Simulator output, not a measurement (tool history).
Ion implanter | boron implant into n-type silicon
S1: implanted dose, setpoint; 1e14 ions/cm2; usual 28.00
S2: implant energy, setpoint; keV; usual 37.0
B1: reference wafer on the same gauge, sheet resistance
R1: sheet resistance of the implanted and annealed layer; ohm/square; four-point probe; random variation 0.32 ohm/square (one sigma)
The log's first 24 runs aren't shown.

Run 25, hour 534.6: usual settings but S1 23.29 1e14 ions/cm2, S2 46.0 keV; B1 70.25. Result: R1 66.77 ohm/square.
Run 26, hour 550.6: usual settings but S1 32.38 1e14 ions/cm2, S2 29.0 keV; B1 70.02. Result: R1 61.33 ohm/square.
Run 27, hour 586.0: usual settings but S1 33.25 1e14 ions/cm2, S2 26.5 keV; B1 70.17. Result: R1 62.94 ohm/square.
Run 28, hour 609.5: usual settings but S1 32.38 1e14 ions/cm2, S2 29.0 keV; B1 70.11. Result: R1 61.68 ohm/square.
Run 29, hour 635.2: usual settings but S2 26.0 keV; B1 70.10. Result: R1 67.61 ohm/square.
Run 30, hour 653.8: usual settings but S1 30.37 1e14 ions/cm2, S2 43.0 keV; B1 70.09. Result: R1 58.03 ohm/square.
Run 31, hour 667.4: usual settings but S1 22.98 1e14 ions/cm2; B1 70.15. Result: R1 68.36 ohm/square.
Run 32, hour 696.3: usual settings; B1 70.02. Result: R1 62.18 ohm/square.
Run 33, hour 728.4: usual settings but S2 32.5 keV; B1 70.08. Result: R1 64.21 ohm/square.
Run 34, hour 756.7: usual settings; B1 70.09. Result: R1 62.32 ohm/square.
Run 35, hour 790.7: usual settings but S2 24.5 keV; B1 70.28. Result: R1 68.74 ohm/square.

3 ways to go on from here, each from the tool as it stands after run 35. What would each give?
Run A, hour 791.1: usual settings but S2 32.0 keV; B1 ?. Result: R1 ?.
Run B, hour 791.1: usual settings but S1 32.19 1e14 ions/cm2, S2 46.0 keV; B1 ?. Result: R1 ?.
Run C, hour 791.1: usual settings but S1 22.76 1e14 ions/cm2, S2 33.0 keV; B1 ?. Result: R1 ?.

run     B1     R1
  A  69.98  63.87
  B  69.98  55.50
  C  69.98  70.43
Without the tool's hidden state the same runs would have given:
run     R1
  A  63.87
  B  55.50
  C  70.43

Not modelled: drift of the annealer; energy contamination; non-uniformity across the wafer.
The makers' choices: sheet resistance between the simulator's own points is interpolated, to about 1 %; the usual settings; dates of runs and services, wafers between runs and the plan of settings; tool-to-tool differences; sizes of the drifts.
